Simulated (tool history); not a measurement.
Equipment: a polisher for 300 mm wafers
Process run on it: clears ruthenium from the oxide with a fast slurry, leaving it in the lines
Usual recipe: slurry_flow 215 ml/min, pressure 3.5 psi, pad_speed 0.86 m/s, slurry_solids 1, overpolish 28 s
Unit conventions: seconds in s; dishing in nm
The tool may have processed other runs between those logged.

| run | hour | slurry_flow | pressure | pad_speed | slurry_solids | overpolish | wafers since the last listed run | wafers polished on this pad | hours since the slurry nozzle was cleaned | hours since the head pressure was calibrated | hours since the slurry blender was calibrated | incoming thickness of the incoming film, nm | seconds | dishing |
|---|---|---|---|---|---|---|---|---|---|---|---|---|---|---|
| 1 | 0 | 215 | 3.5 | 0.66 | 1 | 40 | 0 | 251 | 184.6 | 267 | 180.9 | 298.6 | 77.6 | 68.4 |
| 2 | 11 | 215 | 3.5 | 0.86 | 1 | 18 | 82 | 334 | 195.6 | 278 | 191.9 | 302.3 | 59.3 | 54.7 |
| 3 | 28.6 | 215 | 3.5 | 0.86 | 1 | 18 | 132 | 466 | 213.2 | 295.6 | 209.5 | 298.7 | 58.8 | 52.6 |
| 4 | 37.1 | 215 | 3.5 | 0.86 | 1 | 18 | 63 | 529 | 221.7 | 304.1 | 218 | 295.6 | 57.8 | 53.7 |
| 5 | 54.5 | 215 | 3.5 | 0.86 | 1 | 28 | 130 | 660 | 239.1 | 321.5 | 235.4 | 294.9 | 57.5 | 66.4 |
| 6 | 62.8 | 215 | 3.5 | 0.86 | 1 | 28 | 62 | 722 | 247.4 | 329.8 | 243.7 | 304.7 | 58.2 | 64.2 |
| 7 | 76.4 | 215 | 3.5 | 0.86 | 1 | 28 | 102 | 824 | 261 | 343.4 | 257.3 | 303.1 | 58.2 | 66.4 |
| 8 | 84 | 215 | 3.5 | 0.86 | 1 | 28 | 57 | 881 | 268.6 | 351 | 264.9 | 302.2 | 58.9 | 65.1 |
| 9 | 91.8 | 215 | 3.5 | 0.86 | 1 | 28 | 58 | 940 | 276.4 | 358.8 | 272.7 | 297.7 | 57.6 | 64.9 |
|  | 106.9 | slurry blender recalibrated |
| 10 | 107.4 | 215 | 3.5 | 0.62 | 1 | 28 | 102 | 1042 | 292 | 374.4 | 0.5 | 298.5 | 79.2 | 56.3 |
|  | 117.4 | worn pad replaced by a new one |
| 11 | 120.1 | 215 | 3.5 | 0.62 | 1 | 28 | 65 | 19 | 304.7 | 387.1 | 13.2 | 299.4 | 78.6 | 56.6 |
|  | 131.7 | head pressure recalibrated |
| 12 | 133 | 215 | 3.5 | 0.62 | 1 | 28 | 81 | 101 | 317.6 | 1.3 | 26.1 | 305.1 | 87.3 | 53.6 |
| 13 | 146.1 | 215 | 3.5 | 0.96 | 1 | 28 | 98 | 200 | 330.7 | 14.4 | 39.2 | 294.6 | 55.3 | 67.1 |
| 14 | 159.7 | 290 | 2.6 | 0.96 | 1 | 28 | 102 | 302 | 344.3 | 28 | 52.8 | 300.9 | 71.4 | 59.6 |
| 15 | 168.6 | 215 | 3.5 | 0.86 | 1 | 14 | 66 | 368 | 353.2 | 36.9 | 61.7 | 294.9 | 60.8 | 45 |
| 16 | 183.2 | 215 | 3.5 | 0.72 | 0.85 | 17 | 109 | 478 | 367.8 | 51.5 | 76.3 | 302.4 | 77.5 | 44.6 |
| 17 | 190.8 | 215 | 4.1 | 0.86 | 1 | 36 | 57 | 535 | 375.4 | 59.1 | 83.9 | 302.6 | 52.7 | 73.7 |
| 18 | 203.1 | 215 | 4.1 | 0.86 | 0.75 | 28 | 92 | 627 | 387.7 | 71.4 | 96.2 | 296.5 | 55.2 | 66.7 |
|  | 210.8 | slurry nozzle cleaned |
| 19 | 220.1 | 175 | 3.5 | 0.86 | 1 | 28 | 120 | 747 | 9.3 | 88.4 | 113.2 | 302 | 62.7 | 63.9 |
| 20 | 228.5 | 215 | 3.5 | 0.86 | 1 | 28 | 63 | 810 | 17.7 | 96.8 | 121.6 | 302.5 | 61.3 | 64.3 |
| 21 | 245.8 | 145 | 3.5 | 0.86 | 0.7 | 28 | 129 | 940 | 35 | 114.1 | 138.9 | 304.6 | 72.2 | 61.4 |
| 22 | 258.8 | 215 | 2.3 | 0.94 | 0.9 | 36 | 97 | 1038 | 48 | 127.1 | 151.9 | 298.1 | 86.4 | 62.5 |
|  | 268 | worn pad replaced by a new one |
| 23 | 273.3 | 265 | 2.6 | 0.86 | 1 | 28 | 78 | 40 | 62.5 | 141.6 | 166.4 | 299.8 | 78.6 | 55.9 |
| 24 | 281.3 | 165 | 3.5 | 0.86 | 1 | 33 | 60 | 100 | 70.5 | 149.6 | 174.4 | 298.5 | 61.3 | 65.6 |
| 25 | 293 | 215 | 3.5 | 0.72 | 0.85 | 17 | 87 | 187 | 82.2 | 161.3 | 186.1 | 298.7 | 74 | 45 |
| 26 | 301.6 | 215 | 4.2 | 0.86 | 0.7 | 28 | 64 | 252 | 90.8 | 169.9 | 194.7 | 301.2 | 55.6 | 69.7 |
| 27 | 339.9 | 215 | 3.5 | 0.86 | 0.7 | 28 | 287 | 539 | 129.1 | 208.2 | 233 | 300.3 | 65.3 | 62.4 |
| 28 | 346.7 | 275 | 3.5 | 0.86 | 1 | 32 | 51 | 590 | 135.9 | 215 | 239.8 | 303.3 | 57 | 68.2 |
| 29 | 362 | 150 | 2.4 | 0.86 | 1 | 28 | 114 | 705 | 151.2 | 230.3 | 255.1 | 303.7 | 92.4 | 53.6 |
|  | 405.2 | slurry blender recalibrated |
| 30 | 406.3 | 215 | 3.5 | 0.86 | 1 | 28 | 317 | 1023 | 195.5 | 274.6 | 1.1 | 294.5 | 57.3 | 63.6 |

Here are 3 independent what-if runs from the current tool condition. What would each one return?
| A | 406.8 | 215 | 3.5 | 0.86 | 1 | 28 | 3 | 1026 | 196 | 275.1 | 1.6 | 297.8 | ? | ? |
| B | 406.8 | 215 | 3.5 | 1.12 | 1 | 28 | 3 | 1026 | 196 | 275.1 | 1.6 | 297.8 | ? | ? |
| C | 406.8 | 215 | 2.7 | 0.68 | 1 | 13 | 3 | 1026 | 196 | 275.1 | 1.6 | 297.8 | ? | ? |

| run | seconds | dishing |
|---|---|---|
| A | 57.5 | 65.8 |
| B | 44.2 | 71.8 |
| C | 94.3 | 30.7 |
Stripped of hidden state, with their random variation kept, the same runs would have yielded:
| run | seconds | dishing |
|---|---|---|
| A | 60.7 | 64.4 |
| B | 46.6 | 70.7 |
| C | 99.5 | 29.4 |
